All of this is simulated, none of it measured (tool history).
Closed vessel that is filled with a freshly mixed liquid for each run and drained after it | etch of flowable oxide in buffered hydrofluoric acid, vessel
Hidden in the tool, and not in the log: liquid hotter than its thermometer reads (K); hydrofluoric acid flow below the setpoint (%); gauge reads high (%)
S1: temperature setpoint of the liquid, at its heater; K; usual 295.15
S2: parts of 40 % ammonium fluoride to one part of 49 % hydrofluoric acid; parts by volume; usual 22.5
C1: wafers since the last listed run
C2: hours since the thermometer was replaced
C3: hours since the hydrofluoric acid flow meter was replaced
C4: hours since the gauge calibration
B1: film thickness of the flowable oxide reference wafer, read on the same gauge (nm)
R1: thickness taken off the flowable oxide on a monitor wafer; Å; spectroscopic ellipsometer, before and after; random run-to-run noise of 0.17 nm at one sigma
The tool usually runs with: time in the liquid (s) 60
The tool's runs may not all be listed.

{"run": 1, "day": 0.0, "S1": 295.15, "S2": 22.5, "time in the liquid (s)": 60, "C1": 0, "C2": 2201.4, "C3": 795.7, "C4": 20.7, "B1": 50.0, "R1": 541.3}
{"run": 2, "day": 0.425, "S1": 295.15, "S2": 22.5, "time in the liquid (s)": 70, "C1": 1133, "C2": 2211.6, "C3": 805.9, "C4": 30.9, "B1": 49.98, "R1": 632.0}
{"run": 3, "day": 0.904, "S1": 292.65, "S2": 17.5, "time in the liquid (s)": 60, "C1": 1278, "C2": 2223.1, "C3": 817.4, "C4": 42.4, "B1": 49.99, "R1": 586.3}
{"run": 4, "day": 1.408, "S1": 292.65, "S2": 17.5, "time in the liquid (s)": 60, "C1": 1344, "C2": 2235.2, "C3": 829.5, "C4": 54.5, "B1": 49.97, "R1": 585.4}
{"run": 5, "day": 2.004, "S1": 291.65, "S2": 22.5, "time in the liquid (s)": 60, "C1": 1589, "C2": 2249.5, "C3": 843.8, "C4": 68.8, "B1": 49.99, "R1": 444.6}
{"run": 6, "day": 2.679, "S1": 291.65, "S2": 22.5, "time in the liquid (s)": 60, "C1": 1800, "C2": 2265.7, "C3": 860.0, "C4": 85.0, "B1": 49.99, "R1": 449.2}
{"run": 7, "day": 3.258, "S1": 291.65, "S2": 22.5, "time in the liquid (s)": 60, "C1": 1544, "C2": 2279.6, "C3": 873.9, "C4": 98.9, "B1": 50.01, "R1": 447.9}
{"run": 8, "day": 3.629, "S1": 296.15, "S2": 22.5, "time in the liquid (s)": 60, "C1": 989, "C2": 2288.5, "C3": 882.8, "C4": 107.8, "B1": 50.01, "R1": 576.8}
{"run": 9, "day": 3.921, "S1": 296.65, "S2": 22.5, "time in the liquid (s)": 60, "C1": 777, "C2": 2295.5, "C3": 889.8, "C4": 114.8, "B1": 49.99, "R1": 590.2}
{"run": 10, "day": 5.254, "S1": 298.65, "S2": 22.5, "time in the liquid (s)": 60, "C1": 3556, "C2": 2327.5, "C3": 921.8, "C4": 146.8, "B1": 49.97, "R1": 660.2}
{"run": 11, "day": 5.738, "S1": 298.65, "S2": 22.5, "time in the liquid (s)": 60, "C1": 1289, "C2": 2339.1, "C3": 933.4, "C4": 158.4, "B1": 50.02, "R1": 658.3}
{"run": 12, "day": 6.479, "S1": 295.15, "S2": 17.5, "time in the liquid (s)": 85, "C1": 1978, "C2": 2356.9, "C3": 951.2, "C4": 176.2, "B1": 49.99, "R1": 958.3}
{"day": 6.796, "done": "hydrofluoric acid flow meter replaced"}
{"run": 13, "day": 7.104, "S1": 296.15, "S2": 22.5, "time in the liquid (s)": 60, "C1": 1555, "C2": 2371.9, "C3": 7.4, "C4": 191.2, "B1": 50.0, "R1": 577.2}
{"run": 14, "day": 7.904, "S1": 298.15, "S2": 17.0, "time in the liquid (s)": 60, "C1": 2133, "C2": 2391.1, "C3": 26.6, "C4": 210.4, "B1": 50.0, "R1": 815.4}
{"day": 8.242, "done": "gauge calibrated"}
{"run": 15, "day": 8.408, "S1": 293.15, "S2": 26.5, "time in the liquid (s)": 75, "C1": 1344, "C2": 2403.2, "C3": 38.7, "C4": 4.0, "B1": 50.01, "R1": 549.8}
{"run": 16, "day": 8.817, "S1": 291.15, "S2": 22.5, "time in the liquid (s)": 60, "C1": 1089, "C2": 2413.0, "C3": 48.5, "C4": 13.8, "B1": 49.99, "R1": 442.5}
{"run": 17, "day": 9.412, "S1": 293.65, "S2": 30.0, "time in the liquid (s)": 80, "C1": 1589, "C2": 2427.3, "C3": 62.8, "C4": 28.1, "B1": 50.0, "R1": 554.2}

Run 18 comes next. What will it give?
{"day": 9.804, "done": "thermometer replaced"}
{"run": 18, "day": 10.088, "S1": 299.65, "S2": 19.0, "time in the liquid (s)": 90, "C1": 1689, "C2": 6.8, "C3": 79.0, "C4": 44.3, "B1": "?", "R1": "?"}

Run 18 gave B1 50.01, R1 1035.0 Å.
The same run, on a tool lacking any hidden state, would have yielded R1 1023.3 Å.

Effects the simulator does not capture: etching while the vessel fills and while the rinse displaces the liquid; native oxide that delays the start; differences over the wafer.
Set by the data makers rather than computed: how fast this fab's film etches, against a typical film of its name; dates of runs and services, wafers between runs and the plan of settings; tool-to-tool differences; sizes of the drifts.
